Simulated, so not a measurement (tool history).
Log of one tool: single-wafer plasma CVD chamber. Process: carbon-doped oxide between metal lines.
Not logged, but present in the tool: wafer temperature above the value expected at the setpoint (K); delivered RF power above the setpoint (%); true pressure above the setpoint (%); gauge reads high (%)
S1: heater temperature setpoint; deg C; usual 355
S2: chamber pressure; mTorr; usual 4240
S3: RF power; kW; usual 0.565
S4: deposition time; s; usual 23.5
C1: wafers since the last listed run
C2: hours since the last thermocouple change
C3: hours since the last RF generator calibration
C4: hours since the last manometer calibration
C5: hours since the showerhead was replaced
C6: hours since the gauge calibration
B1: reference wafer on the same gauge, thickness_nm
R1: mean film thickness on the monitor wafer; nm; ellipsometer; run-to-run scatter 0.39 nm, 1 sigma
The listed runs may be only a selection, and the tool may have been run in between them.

run,day,S1,S2,S3,S4,C1,C2,C3,C4,C5,C6,B1,R1
1,0,359,4240,0.565,27.2,0,713.5,1219,2700.3,7094.9,270.5,133.991,125.615
2,0.254,359,4240,0.565,27.2,156,719.6,1225.1,2706.4,7101,276.6,133.963,124.529
3,0.642,355,4240,0.565,23.5,238,728.9,1234.4,2715.7,7110.3,285.9,134.128,109.51
4,1.9,355,4240,0.565,23.5,773,759.1,1264.6,2745.9,7140.5,316.1,134.066,109.277
# day 2.967: capacitance manometer re-zeroed and calibrated
# day 3.267: gauge calibrated
5,3.867,355,4240,0.565,23.5,1003,806.3,1311.8,21.6,7187.7,14.4,134.03,109.245
6,4.608,355,4240,0.565,23.5,455,824.1,1329.6,39.4,7205.5,32.2,134.088,108.837
7,5.258,355,4240,0.565,23.5,399,839.7,1345.2,55,7221.1,47.8,133.989,109.181
8,5.725,355,4240,0.565,23.5,286,850.9,1356.4,66.2,7232.3,59,133.913,109.226
9,6.046,355,4240,0.565,23.5,197,858.6,1364.1,73.9,7240,66.7,134.177,108.906
10,6.325,355,4240,0.565,23.5,171,865.3,1370.8,80.6,7246.7,73.4,133.978,108.645
11,6.667,370,4240,0.565,20.1,209,873.5,1379,88.8,7254.9,81.6,133.966,89.988
12,7.933,369,3700,0.52,18.9,778,903.9,1409.4,119.2,7285.3,112,133.998,79.912
13,8.425,361,3380,0.67,19.8,302,915.7,1421.2,131,7297.1,123.8,134.065,96.743
# day 9.038: thermocouple changed; heater temperature recalibrated
14,9.058,355,5210,0.565,23.5,184,0.5,1436.4,146.2,7312.3,139,134.132,112.105
15,9.4,355,4240,0.565,23.5,209,8.7,1444.6,154.4,7320.5,147.2,134.078,108.536
16,9.8,355,4240,0.565,23.5,245,18.3,1454.2,164,7330.1,156.8,134.087,108.649
# day 10.55: showerhead replaced
17,10.571,359,3670,0.65,26.1,268,36.8,1472.7,182.5,0.5,175.3,133.859,126.314
# day 11.375: RF generator calibrated
18,11.396,355,4840,0.565,23.5,302,56.6,0.5,202.3,20.3,195.1,133.941,116.14
19,11.862,355,3560,0.475,24.8,286,67.8,11.7,213.5,31.5,206.3,133.939,105.269
20,12.358,355,4240,0.65,23.5,304,79.7,23.6,225.4,43.4,218.2,133.913,123.771
21,13.029,360,4240,0.565,19.4,412,95.8,39.7,241.5,59.5,234.3,133.91,92.15
22,13.329,355,4240,0.565,23.5,184,103,46.9,248.7,66.7,241.5,134.095,114.289
23,13.667,349,4970,0.565,23.5,207,111.1,55,256.8,74.8,249.6,133.923,117.505
24,14.167,349,3970,0.565,23.5,307,123.1,67,268.8,86.8,261.6,134.06,114.44
25,14.879,362,4240,0.665,23.5,437,140.2,84.1,285.9,103.9,278.7,133.941,121.981
26,15.246,355,4240,0.565,23.5,225,149,92.9,294.7,112.7,287.5,134.063,113.347
27,15.996,367,4240,0.61,20.5,460,167,110.9,312.7,130.7,305.5,133.982,101.001

Consider 5 possible next runs. They are alternatives, not a sequence: every one starts from the tool as it was left by run 27. What does each give?
A,16.012,355,4240,0.565,23.5,10,167.4,111.3,313.1,131.1,305.9,?,?
B,16.012,364,3510,0.565,21.4,10,167.4,111.3,313.1,131.1,305.9,?,?
C,16.012,355,3960,0.47,22.1,10,167.4,111.3,313.1,131.1,305.9,?,?
D,16.012,348,5250,0.465,23.5,10,167.4,111.3,313.1,131.1,305.9,?,?
E,16.012,355,3490,0.565,26.3,10,167.4,111.3,313.1,131.1,305.9,?,?

run,B1,R1
A,134.084,113.221
B,134.084,98.94
C,134.084,94.983
D,134.084,105.905
E,134.084,123.629
What these runs would have given with no unlogged condition in the tool:
run,R1
A,113.414
B,99.108
C,95.153
D,106.094
E,123.84

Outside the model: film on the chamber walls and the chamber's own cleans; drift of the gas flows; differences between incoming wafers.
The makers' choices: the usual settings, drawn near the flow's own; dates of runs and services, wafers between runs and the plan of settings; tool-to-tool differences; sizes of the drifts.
